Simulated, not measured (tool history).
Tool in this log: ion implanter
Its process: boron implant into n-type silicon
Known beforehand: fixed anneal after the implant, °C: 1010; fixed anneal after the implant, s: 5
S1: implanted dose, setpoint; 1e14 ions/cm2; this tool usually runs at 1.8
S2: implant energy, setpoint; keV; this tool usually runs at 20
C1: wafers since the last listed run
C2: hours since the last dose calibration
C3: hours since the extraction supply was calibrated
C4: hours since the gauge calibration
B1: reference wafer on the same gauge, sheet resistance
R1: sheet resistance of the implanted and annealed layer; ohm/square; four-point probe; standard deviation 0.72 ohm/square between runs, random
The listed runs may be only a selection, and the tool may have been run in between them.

run    hour    S1    S2   C1     C2      C3     C4      B1      R1
  1       0   1.4    20    0  317.9  5542.5  375.5  474.11  597.99
  2      59  1.58    23  591  376.9  5601.5  434.5  473.74  533.12
  3    95.9  1.58    23  369  413.8  5638.4  471.4  474.04  533.14
  4   132.4   1.8    20  365  450.3  5674.9  507.9  474.17  490.46
  5   162.1   1.8    20  297    480  5704.6  537.6  474.09  489.68
  6     187   1.8    20  249  504.9  5729.5  562.5  473.82  490.18
  7   220.1  1.53    20  331    538  5762.6  595.6  473.85  558.23
  8     317  1.53    20  970  634.9  5859.5  692.5  474.24  559.44
  9   385.4   1.8  17.5  685  703.3  5927.9  760.9  474.25   501.3
 10   433.4   1.8    20  480  751.3  5975.9  808.9  474.05  491.84
 11   493.1   1.8    20  598    811  6035.6  868.6  473.94   492.7
      542.4  -- Faraday cup replaced and dose calibrated
 12   542.9   1.8    20  418    0.5  6085.4  918.4   474.2  485.11
 13   574.5  1.49    16  316   32.1    6117    950  474.11  581.69
      592.8  -- extraction supply calibrated
      602.8  -- gauge calibrated
 14   616.5  1.26  15.5  340   74.1    23.7   13.7  473.99  668.73
 15   650.9  2.34  13.5  344  108.5    58.1   48.1  474.18  415.89
 16   703.8  1.62    26  529  161.4     111    101  474.07  511.46
 17   747.4   1.4    20  436    205   154.6  144.6  474.28  596.19
 18   774.7   1.8    20  273  232.3   181.9  171.9  473.78     490
 19   825.4  2.28    20  507    283   232.6  222.6  473.98   406.4
 20   859.4  1.33  17.5  340    317   266.6  256.6  474.12  634.06
 21   908.3  1.53    20  489  365.9   315.5  305.5  473.94  557.93
 22   956.7  2.33    26  484  414.3   363.9  353.9  474.24  387.66
 23  1001.6   1.8    14  449  459.2   408.8  398.8  474.16  516.85
 24  1029.4   1.3    15  278    487   436.6  426.6  474.36  660.71
 25  1059.8  1.57  22.5  304  517.4     467    457  474.12  540.09
 26  1133.7  1.98  23.5  740  591.3   540.9  530.9  473.97  448.15
 27  1175.7  1.47    15  420  633.3   582.9  572.9  473.94  602.93

Exercise: give the hidden state of the tool at every run:
deviation of the true energy from its setpoint, %: 0, the same for each run
gauge reads high (%): 0, the same for each run
H1: deviation of the true dose from the Faraday cup's reading, %
run      H1
  1    -1.6
  2   -1.75
  3   -1.82
  4   -1.89
  5   -1.93
  6   -1.97
  7   -2.01
  8   -2.11
  9   -2.16
 10   -2.18
 11   -2.21
 12  -0.346
 13   -0.62
 14  -0.938
 15   -1.16
 16   -1.46
 17   -1.66
 18   -1.77
 19   -1.94
 20   -2.04
 21   -2.17
 22   -2.27
 23   -2.35
 24   -2.39
 25   -2.43
 26   -2.51
 27   -2.55

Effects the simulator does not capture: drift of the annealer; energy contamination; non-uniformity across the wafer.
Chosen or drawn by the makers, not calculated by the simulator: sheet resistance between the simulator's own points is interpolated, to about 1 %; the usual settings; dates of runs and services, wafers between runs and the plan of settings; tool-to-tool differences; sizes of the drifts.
